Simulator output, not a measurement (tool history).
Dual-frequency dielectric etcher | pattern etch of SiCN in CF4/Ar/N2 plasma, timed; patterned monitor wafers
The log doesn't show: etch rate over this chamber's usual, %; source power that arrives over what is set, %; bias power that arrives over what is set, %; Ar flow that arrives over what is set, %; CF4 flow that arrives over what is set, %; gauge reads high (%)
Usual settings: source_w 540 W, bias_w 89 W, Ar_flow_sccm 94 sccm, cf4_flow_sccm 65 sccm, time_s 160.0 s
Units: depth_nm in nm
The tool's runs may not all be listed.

run	day	source_w	bias_w	Ar_flow_sccm	cf4_flow_sccm	time_s	wafers since the last listed run	hours since the last wet clean	hours since the last source power generator calibration	hours since the last bias power generator calibration	hours since the last Ar flow controller change	hours since the last CF4 flow controller change	hours since the last upper electrode change	hours since the gauge calibration	read-back reference wafer on the same gauge, depth_nm	depth_nm
1	0.000	540	102	94	65	160.0	0	484.2	3910.6	3008.7	145.9	135.6	40.2	121.8	207.8	174.5
2	1.129	540	89	76	65	160.0	228	511.3	3937.7	3035.8	173.0	162.7	67.3	148.9	208.0	171.7
3	1.792	540	95	94	58	147.5	134	527.2	3953.6	3051.7	188.9	178.6	83.2	164.8	208.4	154.9
# day 2.242: bias power generator calibrated
4	2.612	540	89	94	54	160.0	132	546.9	3973.3	8.9	208.6	198.3	102.9	184.5	208.4	163.3
5	3.279	540	89	94	65	206.0	134	562.9	3989.3	24.9	224.6	214.3	118.9	200.5	207.9	212.7
6	4.583	540	89	94	54	160.0	263	594.2	4020.6	56.2	255.9	245.6	150.2	231.8	208.5	162.3
7	5.133	540	98	84	65	127.0	111	607.4	4033.8	69.4	269.1	258.8	163.4	245.0	208.0	136.9
# day 5.775: source power generator calibrated
8	6.329	670	89	94	65	160.0	208	636.1	13.3	98.1	297.8	287.5	192.1	273.7	207.6	204.6
# day 7.471: wet clean of the chamber
9	7.492	540	89	94	65	127.5	32	0.5	41.2	126.0	325.7	315.4	220.0	301.6	208.1	141.5
10	8.771	610	89	94	65	180.0	258	31.2	71.9	156.7	356.4	346.1	250.7	332.3	208.4	219.7
11	9.883	540	89	94	65	160.0	225	57.9	98.6	183.4	383.1	372.8	277.4	359.0	208.2	176.3
12	11.375	540	89	86	65	136.0	301	93.7	134.4	219.2	418.9	408.6	313.2	394.8	207.8	149.9
13	11.879	540	89	76	65	160.0	101	105.8	146.5	231.3	431.0	420.7	325.3	406.9	207.8	176.7
14	12.496	540	89	87	72	160.0	124	120.6	161.3	246.1	445.8	435.5	340.1	421.7	207.4	177.3

Forecast run 15:
15	13.004	650	89	103	65	160.0	102	132.8	173.5	258.3	458.0	447.7	352.3	433.9	?	?

{"run 15": {"read-back reference wafer on the same gauge, depth_nm": 207.8, "depth_nm": 204.2}}
Without the tool's hidden state the same run would have given depth_nm 205.6 nm.
